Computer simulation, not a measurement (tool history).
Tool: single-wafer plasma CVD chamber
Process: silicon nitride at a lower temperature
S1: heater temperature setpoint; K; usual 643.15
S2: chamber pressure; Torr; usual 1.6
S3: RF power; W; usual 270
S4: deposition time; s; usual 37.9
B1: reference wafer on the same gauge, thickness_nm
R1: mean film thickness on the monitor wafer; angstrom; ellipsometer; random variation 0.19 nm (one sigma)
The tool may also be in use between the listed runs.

run 1 hour=0 | S1=643.15 S2=1.78 S3=270 S4=37.9 | B1=42.878 | R1=447.38
run 2 hour=16.8 | S1=643.15 S2=1.88 S3=270 S4=37.9 | B1=42.923 | R1=452.38
run 3 hour=34.3 | S1=643.15 S2=1.6 S3=270 S4=37.9 | B1=42.9 | R1=433.36
run 4 hour=55.9 | S1=643.15 S2=1.6 S3=270 S4=37.9 | B1=42.918 | R1=433.61
run 5 hour=88.2 | S1=643.15 S2=1.6 S3=270 S4=37.9 | B1=42.863 | R1=433.68
run 6 hour=114.5 | S1=643.15 S2=1.6 S3=270 S4=41.1 | B1=42.874 | R1=470.23
run 7 hour=127.6 | S1=643.15 S2=1.6 S3=270 S4=39.7 | B1=42.877 | R1=455.45
run 8 hour=162 | S1=643.15 S2=1.6 S3=270 S4=37.9 | B1=42.912 | R1=432.55
-- hour=197 RF generator calibrated
run 9 hour=197.5 | S1=643.15 S2=1.6 S3=270 S4=37.9 | B1=42.873 | R1=435.98
run 10 hour=223.2 | S1=643.15 S2=1.6 S3=270 S4=37.9 | B1=42.924 | R1=433.89
run 11 hour=256.6 | S1=643.15 S2=1.6 S3=270 S4=37.9 | B1=42.858 | R1=434.49
run 12 hour=286.6 | S1=643.15 S2=1.6 S3=270 S4=37.9 | B1=42.889 | R1=433.57
-- hour=298.7 showerhead replaced
run 13 hour=310.2 | S1=652.15 S2=1.6 S3=270 S4=37.9 | B1=42.848 | R1=431.64
-- hour=336.3 thermocouple changed; heater temperature recalibrated
run 14 hour=336.8 | S1=643.15 S2=1.6 S3=270 S4=34.1 | B1=42.925 | R1=390.47
-- hour=345.4 gauge calibrated
run 15 hour=355.3 | S1=632.15 S2=1.6 S3=270 S4=37.9 | B1=42.865 | R1=439.2
run 16 hour=452.7 | S1=654.15 S2=1.81 S3=270 S4=37.9 | B1=42.861 | R1=448.03
run 17 hour=465.9 | S1=643.15 S2=1.6 S3=270 S4=35 | B1=42.952 | R1=401.74
run 18 hour=485.7 | S1=656.15 S2=1.23 S3=270 S4=37.9 | B1=42.911 | R1=403.43
run 19 hour=508 | S1=632.15 S2=1.85 S3=285 S4=34.7 | B1=42.916 | R1=426.51
run 20 hour=530.9 | S1=643.15 S2=1.6 S3=270 S4=40.5 | B1=42.921 | R1=463.41
-- hour=558.2 capacitance manometer re-zeroed and calibrated
run 21 hour=558.7 | S1=638.15 S2=1.6 S3=270 S4=37.9 | B1=42.929 | R1=437.01
run 22 hour=569.5 | S1=643.15 S2=1.6 S3=300 S4=45.2 | B1=42.856 | R1=554.96
run 23 hour=582.1 | S1=643.15 S2=1.6 S3=270 S4=37.9 | B1=42.915 | R1=436.14
run 24 hour=616 | S1=657.15 S2=1.6 S3=225 S4=37.9 | B1=42.883 | R1=383.37
run 25 hour=633.4 | S1=654.15 S2=1.21 S3=230 S4=43.7 | B1=42.907 | R1=416.11
run 26 hour=649 | S1=643.15 S2=1.6 S3=270 S4=37.9 | B1=42.923 | R1=435.83
run 27 hour=670.3 | S1=654.15 S2=1.21 S3=230 S4=43.7 | B1=42.921 | R1=418.31
run 28 hour=685.9 | S1=643.15 S2=1.71 S3=230 S4=30.8 | B1=42.872 | R1=321.39
run 29 hour=708.6 | S1=643.15 S2=1.6 S3=270 S4=31 | B1=42.88 | R1=356.22

4 ways to go on from here, each from the tool as it stands after run 29. What would each give?
run A hour=709 | S1=636.15 S2=1.6 S3=270 S4=37.9 | B1=? | R1=?
run B hour=709 | S1=653.15 S2=1.6 S3=320 S4=33.4 | B1=? | R1=?
run C hour=709 | S1=643.15 S2=1.25 S3=295 S4=37.9 | B1=? | R1=?
run D hour=709 | S1=635.15 S2=2 S3=310 S4=30.5 | B1=? | R1=?

run=A B1=42.927 R1=435.77
run=B B1=42.927 R1=424.49
run=C B1=42.927 R1=431.93
run=D B1=42.927 R1=405.03
Without the tool's hidden state the same runs would have given:
run=A R1=435.77
run=B R1=424.49
run=C R1=431.93
run=D R1=405.03
